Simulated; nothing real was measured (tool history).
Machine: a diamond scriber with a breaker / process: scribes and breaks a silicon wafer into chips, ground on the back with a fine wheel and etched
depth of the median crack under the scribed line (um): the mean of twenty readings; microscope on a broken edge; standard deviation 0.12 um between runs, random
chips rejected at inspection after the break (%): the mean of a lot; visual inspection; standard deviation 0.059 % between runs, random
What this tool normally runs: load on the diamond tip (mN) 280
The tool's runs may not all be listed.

run    hour  load on the diamond tip (mN)  incoming depth of the damage left on the back of the incoming wafer, um  depth of the median crack under the scribed line (um)  chips rejected at inspection after the break (%)
  1       0                           228                                                                     0.67                                                      9                                              4.15
  2    84.4                           228                                                                     0.32                                                   9.27                                              3.65
  3   150.4                           228                                                                     0.32                                                   9.37                                              3.49
  4   197.3                           220                                                                     0.75                                                   8.78                                              4.66
      222.4  -- diamond tip replaced by a new one
  5   256.2                           220                                                                     0.65                                                   8.98                                              4.76
  6   303.1                           280                                                                     0.35                                                  11.61                                              1.25
  7   353.3                           280                                                                     0.69                                                  11.76                                              1.44
  8   454.9                           280                                                                     0.56                                                  11.41                                              1.66
  9   552.1                           280                                                                     0.49                                                  11.77                                              1.55
 10   617.8                           280                                                                     0.56                                                  12.14                                              1.62
 11   661.5                           253                                                                     0.76                                                  10.66                                              1.05
 12   745.4                           253                                                                     0.35                                                  10.77                                              0.89
      778.9  -- diamond tip replaced by a new one, of another model than before
 13   796.5                           280                                                                     0.71                                                  11.54                                              1.21
      820.3  -- load on the tip recalibrated
 14   875.3                           280                                                                     0.76                                                  10.91                                              0.92
 15   941.1                           215                                                                     0.33                                                   9.43                                               2.9
 16  1013.7                           215                                                                     0.38                                                   9.53                                              2.74
 17  1111.1                           226                                                                      0.8                                                   9.83                                              2.22
 18  1185.9                           242                                                                     0.64                                                  10.16                                              1.29
 19  1253.9                           350                                                                     0.43                                                  12.99                                              2.63
     1321.6  -- diamond tip replaced by a new one
 20  1405.6                           280                                                                     0.68                                                  11.23                                              1.07
 21    1452                           314                                                                     0.76                                                  12.17                                              1.89
 22  1494.2                           280                                                                     0.55                                                  10.97                                              1.09
 23  1595.6                           207                                                                     0.46                                                    9.6                                              2.76
 24  1643.1                           213                                                                     0.68                                                   9.49                                              2.23
 25  1692.8                           280                                                                     0.65                                                  11.17                                              1.09
 26  1775.9                           280                                                                     0.73                                                  11.25                                              1.12
 27  1881.4                           280                                                                     0.72                                                  11.51                                              1.22
     1885.1  -- diamond tip replaced by a new one
 28  1926.4                           319                                                                     0.44                                                  12.41                                              2.45

Run 29 is up next; what results do you expect?
 29  1974.1                           346                                                                     0.71                                                      ?                                                 ?

depth of the median crack under the scribed line (um): 12.82
chips rejected at inspection after the break (%): 4.06
Minus the tool's unlogged condition, the same run would have read depth of the median crack under the scribed line (um) 12.2, chips rejected at inspection after the break (%) 2.58.
